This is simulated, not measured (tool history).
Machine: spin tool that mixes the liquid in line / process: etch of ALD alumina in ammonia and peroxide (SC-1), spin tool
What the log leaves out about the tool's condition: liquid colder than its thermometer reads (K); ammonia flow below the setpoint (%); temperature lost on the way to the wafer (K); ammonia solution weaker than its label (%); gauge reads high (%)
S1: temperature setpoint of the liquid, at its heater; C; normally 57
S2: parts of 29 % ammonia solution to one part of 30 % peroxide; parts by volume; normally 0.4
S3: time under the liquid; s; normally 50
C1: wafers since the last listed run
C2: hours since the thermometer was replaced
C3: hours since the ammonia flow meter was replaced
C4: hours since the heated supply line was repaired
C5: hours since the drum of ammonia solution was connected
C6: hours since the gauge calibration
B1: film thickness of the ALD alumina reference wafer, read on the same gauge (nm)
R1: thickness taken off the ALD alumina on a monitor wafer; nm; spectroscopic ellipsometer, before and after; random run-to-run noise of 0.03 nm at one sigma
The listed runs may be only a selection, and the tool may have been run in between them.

run   hour    S1    S2  S3   C1      C2      C3      C4      C5     C6       B1     R1
  1      0    63   0.4  30    0  1638.6    2090  1535.3  1099.8  273.2  149.995  3.423
  2     10    57   0.5  50  137  1648.6    2100  1545.3  1109.8  283.2  150.034  4.261
      39.7  -- thermometer replaced
  3   40.2  59.5   0.4  50  402     0.5  2130.2  1575.5    1140  313.4  150.013  4.767
      50.9  -- gauge calibrated
  4   56.2  59.5   0.4  50  220    16.5  2146.2  1591.5    1156    5.3  150.002  4.775
  5   67.2    57   0.4  50  151    27.5  2157.2  1602.5    1167   16.3  150.005  4.146
  6   73.7    57   0.4  50   89      34  2163.7    1609  1173.5   22.8  150.022  4.155
      77.5  -- new drum of ammonia solution connected
  7   86.6    57   0.4  25  164    46.9  2176.6  1621.9     9.1   35.7  150.008  2.071
  8   99.9    57   0.6  50  183    60.2  2189.9  1635.2    22.4     49  150.015  4.268
  9  105.9    57   0.4  40   82    66.2  2195.9  1641.2    28.4     55  149.985  3.333
 10    112    57  0.55  70   84    72.3    2202  1647.3    34.5   61.1  149.995  5.907
     126.4  -- ammonia flow meter replaced
 11  126.9    57   0.4  50  191    87.2     0.5  1662.2    49.4     76  150.015  4.115
 12  135.3    66  0.55  60  115    95.6     8.9  1670.6    57.8   84.4   149.99  8.119
 13  146.3  48.5   0.6  50  151   106.6    19.9  1681.6    68.8   95.4  149.981  2.631
 14  156.4    57   0.4  50  139   116.7      30  1691.7    78.9  105.5  150.012  4.099
 15  166.5    57   0.4  50  139   126.8    40.1  1701.8      89  115.6  149.997  4.081
 16  177.3    57   0.4  50  148   137.6    50.9  1712.6    99.8  126.4  150.009  4.095
     183.7  -- heated supply line repaired
 17  191.6    54   0.6  50  183   151.9    65.2     7.9   114.1  140.7  149.972  4.354
 18  199.1    57  0.25  50  103   159.4    72.7    15.4   121.6  148.2  149.996  4.661
 19  211.9    49   0.3  50  176   172.2    85.5    28.2   134.4    161  150.001  3.137
 20  224.3    62   0.5  75  170   184.6    97.9    40.6   146.8  173.4  150.011  9.741
 21  239.6    48   0.2  75  210   199.9   113.2    55.9   162.1  188.7  150.008  4.202
 22    257    66   0.4  25  239   217.3   130.6    73.3   179.5  206.1  149.996  3.864
 23  271.4    51   0.4  75  198   231.7     145    87.7   193.9  220.5   149.98    5.3
 24  278.8    57   0.4  35  101   239.1   152.4    95.1   201.3  227.9  150.013  3.413
 25  291.7    57  0.55  50  177     252   165.3     108   214.2  240.8  150.001  5.051

Forecast each of these 4 alternatives for the next run:
  A  292.1    57  0.4  50   5  252.4  165.7  108.4  214.6  241.2   ?   ?
  B  292.1    57  0.4  20   5  252.4  165.7  108.4  214.6  241.2   ?   ?
  C  292.1  64.5  0.3  60   5  252.4  165.7  108.4  214.6  241.2   ?   ?
  D  292.1  51.5  0.6  30   5  252.4  165.7  108.4  214.6  241.2   ?   ?

run       B1     R1
  A  149.999  4.882
  B  149.999  1.953
  C  149.999  8.375
  D  149.999  2.267
Stripped of hidden state, with their random variation kept, the same runs would have yielded:
run     R1
  A  5.035
  B  2.014
  C  8.625
  D  2.341
